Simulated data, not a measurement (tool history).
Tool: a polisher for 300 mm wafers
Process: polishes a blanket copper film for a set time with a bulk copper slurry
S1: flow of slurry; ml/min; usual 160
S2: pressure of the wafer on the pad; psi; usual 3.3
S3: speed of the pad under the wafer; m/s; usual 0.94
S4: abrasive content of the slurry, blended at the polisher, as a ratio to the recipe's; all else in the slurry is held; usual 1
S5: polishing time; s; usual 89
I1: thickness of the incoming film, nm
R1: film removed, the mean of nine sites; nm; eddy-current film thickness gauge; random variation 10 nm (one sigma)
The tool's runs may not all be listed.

| run | day | S1 | S2 | S3 | S4 | S5 | I1 | R1 |
|---|---|---|---|---|---|---|---|---|
| 1 | 0 | 160 | 3.3 | 0.94 | 1 | 96 | 2821.4 | 842.1 |
| 2 | 1.108 | 160 | 3.3 | 0.94 | 1 | 102 | 2776.7 | 845.5 |
|  | 1.704 | worn pad replaced by a new one |
| 3 | 2.121 | 160 | 3.8 | 0.94 | 1 | 89 | 2777.5 | 935.7 |
| 4 | 2.75 | 160 | 3.8 | 0.94 | 1 | 89 | 2776.6 | 889.5 |
| 5 | 3.271 | 160 | 3.8 | 0.94 | 1 | 89 | 2825 | 881.9 |
| 6 | 3.95 | 160 | 3.3 | 0.94 | 1 | 89 | 2773.9 | 744.9 |
| 7 | 4.546 | 160 | 3.3 | 0.94 | 1 | 89 | 2772.9 | 717.3 |
|  | 4.792 | worn pad replaced by a new one |
| 8 | 5.321 | 160 | 2.8 | 0.94 | 0.9 | 62 | 2772.7 | 456.8 |
| 9 | 6.721 | 160 | 3.8 | 0.94 | 1 | 89 | 2817.3 | 863.2 |
|  | 7.542 | worn pad replaced by a new one |
| 10 | 7.858 | 160 | 2.2 | 0.94 | 1 | 68 | 2744.2 | 405.3 |
|  | 8.229 | slurry blender recalibrated |
| 11 | 8.367 | 185 | 3.3 | 1.16 | 0.9 | 72 | 2801.9 | 776 |
|  | 9.388 | slurry nozzle cleaned |
| 12 | 9.646 | 160 | 3.3 | 1.24 | 1 | 111 | 2766.2 | 1208 |

Forecast run 13:
|  | 10.608 | worn pad replaced by a new one |
|  | 10.638 | head pressure recalibrated |
| 13 | 11.083 | 160 | 3.3 | 0.78 | 1 | 89 | 2827.5 | ? |

Run 13 gave R1 667 nm.
Without the tool's hidden state the same run would have given R1 681.4 nm.
